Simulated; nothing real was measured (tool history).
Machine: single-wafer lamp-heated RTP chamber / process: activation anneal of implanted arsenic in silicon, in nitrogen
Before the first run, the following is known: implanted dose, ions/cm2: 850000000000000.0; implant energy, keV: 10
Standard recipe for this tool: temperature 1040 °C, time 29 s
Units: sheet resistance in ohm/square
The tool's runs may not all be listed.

run	hour	temperature	time	wafers since the last listed run	wafers since the last pyrometer calibration	wafers since the reflector plate was cleaned	hours since the gauge calibration	read-back reference wafer on the same gauge, sheet resistance	sheet resistance
1	0.0	1020	29	0	2972	2972	614.0	167.08	166.99
2	28.9	1040	29	415	3388	3388	642.9	166.85	157.68
3	50.4	1040	29	308	3696	3696	664.4	167.14	158.90
4	65.3	1032	16	214	3910	3910	679.3	166.90	173.53
5	89.9	1032	16	353	4264	4264	703.9	166.98	172.60
6	106.6	1040	42	239	4504	4504	720.6	166.58	152.22
7	132.9	1040	42	377	4881	4881	746.9	166.82	152.96
8	161.5	1040	42	410	5292	5292	775.5	166.91	150.47
9	175.4	1040	29	199	5492	5492	789.4	166.96	157.99
10	196.9	1040	29	308	5800	5800	810.9	166.85	157.38
11	217.3	1040	29	292	6093	6093	831.3	167.32	155.64
12	239.4	1040	29	317	6411	6411	853.4	167.05	156.41
13	266.9	1040	29	394	6806	6806	880.9	167.19	157.36
14	290.7	1040	29	341	7148	7148	904.7	167.27	156.19
15	318.3	1040	34	396	7544	7544	932.3	167.54	153.33
16	353.2	1040	34	501	8045	8045	967.2	167.19	152.96
# hour 384.5: pyrometer window cleaned and pyrometer calibrated
17	385.0	1023	39	341	7	8387	999.0	166.91	160.09
18	405.1	1023	41	288	295	8676	1019.1	166.71	159.07
# hour 414.3: gauge calibrated
19	421.7	1040	29	238	534	8914	7.4	167.08	161.65
20	449.4	1040	34	397	932	9312	35.1	167.07	156.45
# hour 466.7: reflector plate cleaned
21	479.4	1031	29	315	1248	182	65.1	166.74	164.83
22	541.5	1012	29	891	2139	1074	127.2	167.10	170.12
23	555.1	1040	29	195	2335	1269	140.8	166.94	159.51
24	580.2	1040	29	360	2695	1629	165.9	167.22	158.67
25	607.7	1027	45	394	3090	2024	193.4	166.89	157.12
26	621.6	1040	15	199	3290	2224	207.3	166.81	171.05
27	650.4	1056	24	413	3704	2638	236.1	167.30	154.55
28	677.3	1028	29	386	4090	3024	263.0	167.10	160.89
29	706.4	1069	12	417	4508	3442	292.1	166.86	161.44
30	721.8	1023	20	221	4729	3663	307.5	167.03	173.17
31	740.0	1029	45	261	4990	3925	325.7	166.89	151.96
32	759.0	1040	29	272	5263	4198	344.7	166.84	155.72
33	837.2	1062	14	1123	6387	5321	422.9	166.76	159.87
34	866.3	1040	29	417	6804	5739	452.0	166.81	155.37
35	889.9	1018	35	338	7143	6078	475.6	166.93	160.57
# hour 907.3: pyrometer window cleaned and pyrometer calibrated
36	907.8	1040	29	142	7	6220	493.5	166.76	159.45
37	960.8	1040	41	761	768	6981	546.5	167.38	153.06
38	989.2	1057	29	407	1176	7389	574.9	166.92	153.41

Pick out some run-to-run changes in sheet resistance. Of each, how much would a tool without hidden state show as well, from the settings, what came in and chance, and how much is left for the hidden state and any gauge scatter not in both results compared?
Hidden conditions of the tool in this case: true wafer temperature minus pyrometer reading, K; wafer temperature error from the tarnished reflector plate, K; gauge reads high (%).
Run 5 -> 6: temperature 1032 -> 1040, time 16 -> 42. sheet resistance -20.38 ohm/square: hidden state +1.14, all else -21.52.
Run 16 -> 17: temperature 1040 -> 1023, time 34 -> 39, pyrometer window cleaned and pyrometer calibrated. sheet resistance +7.13 ohm/square: hidden state +4.54, all else +2.59.
Run 26 -> 27: temperature 1040 -> 1056, time 15 -> 24. sheet resistance -16.50 ohm/square: hidden state +0.39, all else -16.89.
Run 30 -> 31: temperature 1023 -> 1029, time 20 -> 45. sheet resistance -21.21 ohm/square: hidden state +1.17, all else -22.38.
Run 34 -> 35: temperature 1040 -> 1018, time 29 -> 35. sheet resistance +5.20 ohm/square: hidden state -1.70, all else +6.90.
Run 35 -> 36: temperature 1018 -> 1040, time 35 -> 29, pyrometer window cleaned and pyrometer calibrated. sheet resistance -1.12 ohm/square: hidden state +4.90, all else -6.02.
